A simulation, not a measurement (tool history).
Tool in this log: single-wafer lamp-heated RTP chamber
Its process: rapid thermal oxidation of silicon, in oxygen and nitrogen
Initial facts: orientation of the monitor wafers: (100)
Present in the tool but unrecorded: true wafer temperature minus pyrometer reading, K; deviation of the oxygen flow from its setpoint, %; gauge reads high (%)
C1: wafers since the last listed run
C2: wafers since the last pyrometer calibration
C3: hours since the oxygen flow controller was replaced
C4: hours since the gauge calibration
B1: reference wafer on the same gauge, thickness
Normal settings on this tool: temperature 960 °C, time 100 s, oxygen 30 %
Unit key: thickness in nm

Run 1, day 0.000: usual settings but temperature 975 °C, oxygen 17 %; C1 0; C2 477; C3 5601.9; C4 276.8; B1 4.006. Result: thickness 3.265 nm.
Run 2, day 0.671: usual settings but temperature 937 °C; C1 192; C2 670; C3 5618.0; C4 292.9; B1 4.005. Result: thickness 3.043 nm.
Run 3, day 0.983: usual settings but temperature 937 °C; C1 89; C2 760; C3 5625.5; C4 300.4; B1 4.010. Result: thickness 3.044 nm.
Run 4, day 1.692: usual settings; C1 203; C2 963; C3 5642.5; C4 317.4; B1 4.008. Result: thickness 3.487 nm.
Run 5, day 2.258: usual settings; C1 162; C2 1126; C3 5656.1; C4 331.0; B1 4.012. Result: thickness 3.492 nm.
Run 6, day 2.558: usual settings; C1 86; C2 1212; C3 5663.3; C4 338.2; B1 4.015. Result: thickness 3.490 nm.
Run 7, day 3.179: usual settings but temperature 975 °C; C1 178; C2 1390; C3 5678.2; C4 353.1; B1 4.005. Result: thickness 3.866 nm.
Run 8, day 3.542: usual settings but temperature 975 °C; C1 104; C2 1494; C3 5686.9; C4 361.8; B1 4.009. Result: thickness 3.875 nm.
Run 9, day 3.829: usual settings but temperature 975 °C; C1 82; C2 1576; C3 5693.8; C4 368.7; B1 4.010. Result: thickness 3.858 nm.
Run 10, day 4.379: usual settings; C1 157; C2 1734; C3 5707.0; C4 381.9; B1 4.010. Result: thickness 3.509 nm.
Run 11, day 4.750: usual settings; C1 106; C2 1841; C3 5715.9; C4 390.8; B1 4.011. Result: thickness 3.505 nm.
Run 12, day 5.417: usual settings; C1 191; C2 2032; C3 5731.9; C4 406.8; B1 4.014. Result: thickness 3.512 nm.
Run 13, day 7.554: usual settings; C1 613; C2 2646; C3 5783.2; C4 458.1; B1 4.010. Result: thickness 3.531 nm.
At day 8.192: oxygen flow controller replaced.
Run 14, day 8.212: usual settings; C1 93; C2 2739; C3 0.5; C4 473.9; B1 4.010. Result: thickness 3.514 nm.
Run 15, day 8.504: usual settings; C1 83; C2 2823; C3 7.5; C4 480.9; B1 4.014. Result: thickness 3.529 nm.
At day 8.904: gauge calibrated.
Run 16, day 9.275: usual settings; C1 221; C2 3044; C3 26.0; C4 8.9; B1 4.007. Result: thickness 3.527 nm.
Run 17, day 9.617: usual settings but temperature 986 °C, oxygen 21 %; C1 98; C2 3142; C3 34.2; C4 17.1; B1 4.009. Result: thickness 3.748 nm.
At day 10.204: pyrometer window cleaned and pyrometer calibrated.
Run 18, day 10.225: usual settings but oxygen 60 %; C1 78; C2 5; C3 48.8; C4 31.7; B1 4.014. Result: thickness 4.418 nm.
Run 19, day 10.633: usual settings; C1 117; C2 122; C3 58.6; C4 41.5; B1 4.012. Result: thickness 3.591 nm.
Run 20, day 11.100: usual settings but temperature 974 °C, time 131 s, oxygen 17 %; C1 133; C2 256; C3 69.8; C4 52.7; B1 4.011. Result: thickness 3.679 nm.

What does the tool deliver on the next run?
Run 21, day 11.383: usual settings but temperature 931 °C; C1 81; C2 338; C3 76.6; C4 59.5; B1 ?. Result: thickness ?.

{"run 21": {"B1": 4.013, "thickness": 3.04}}
Were there no unlogged condition in the tool, this run, its random variation unchanged, would have produced thickness 2.934 nm.

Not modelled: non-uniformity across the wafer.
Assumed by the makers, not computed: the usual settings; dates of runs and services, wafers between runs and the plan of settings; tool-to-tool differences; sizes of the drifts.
